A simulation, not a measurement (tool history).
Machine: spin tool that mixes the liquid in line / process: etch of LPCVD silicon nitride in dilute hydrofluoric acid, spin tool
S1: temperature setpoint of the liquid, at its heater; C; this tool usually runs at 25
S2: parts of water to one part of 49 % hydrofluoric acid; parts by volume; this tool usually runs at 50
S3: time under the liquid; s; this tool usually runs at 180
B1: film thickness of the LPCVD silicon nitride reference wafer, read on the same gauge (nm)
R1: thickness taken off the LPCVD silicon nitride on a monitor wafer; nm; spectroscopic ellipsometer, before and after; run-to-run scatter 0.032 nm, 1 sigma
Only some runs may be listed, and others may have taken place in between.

run,hour,S1,S2,S3,B1,R1
1,0,25,65,180,60.018,1.307
2,10.1,25,65,180,60.037,1.313
3,17.3,25,65,180,60.002,1.301
4,35.1,29,50,125,59.997,1.466
5,52.2,29,50,125,59.984,1.535
6,95.6,22,50,180,59.992,1.36
7,103.5,25,50,180,59.996,1.653
# hour 115.1: thermometer replaced
8,115.9,25,50,180,59.981,1.835
9,132.6,25,50,180,59.999,1.901
10,145.3,25,50,180,59.996,1.917
11,163.2,25,50,180,60.003,1.93
12,213.9,25,50,180,59.989,1.881
# hour 218: gauge calibrated
13,225.9,23.5,45,70,59.977,0.721
14,239.3,23,70,280,60.009,1.796
15,252.2,22.5,35,260,60.017,3.116
16,264.1,25,55,180,59.992,1.712
# hour 271.4: hydrofluoric acid flow meter replaced
17,271.9,25,50,120,60.016,1.224
18,281.4,25,50,180,60.027,1.852
19,296.6,29,35,220,59.991,4.133
20,309.8,22,40,130,60.03,1.342
21,324.2,28.5,45,245,59.974,3.451
22,339.8,21.5,65,255,60.015,1.628
23,348.4,25,50,180,59.982,1.806
24,356.6,25,50,180,60.007,1.821
25,362.8,28.5,40,180,59.977,2.807

The tool's hidden state at each run:
hydrofluoric acid flow above the setpoint (%): 0 on each run
gauge reads high (%): 0 on each run
H1: liquid colder than its thermometer reads (K)
run,H1
1,2.06
2,2.09
3,2.11
4,2.17
5,2.23
6,2.38
7,2.4
8,0.251
9,0.307
10,0.349
11,0.409
12,0.579
13,0.619
14,0.663
15,0.707
16,0.746
17,0.772
18,0.804
19,0.855
20,0.899
21,0.947
22,1
23,1.03
24,1.06
25,1.08
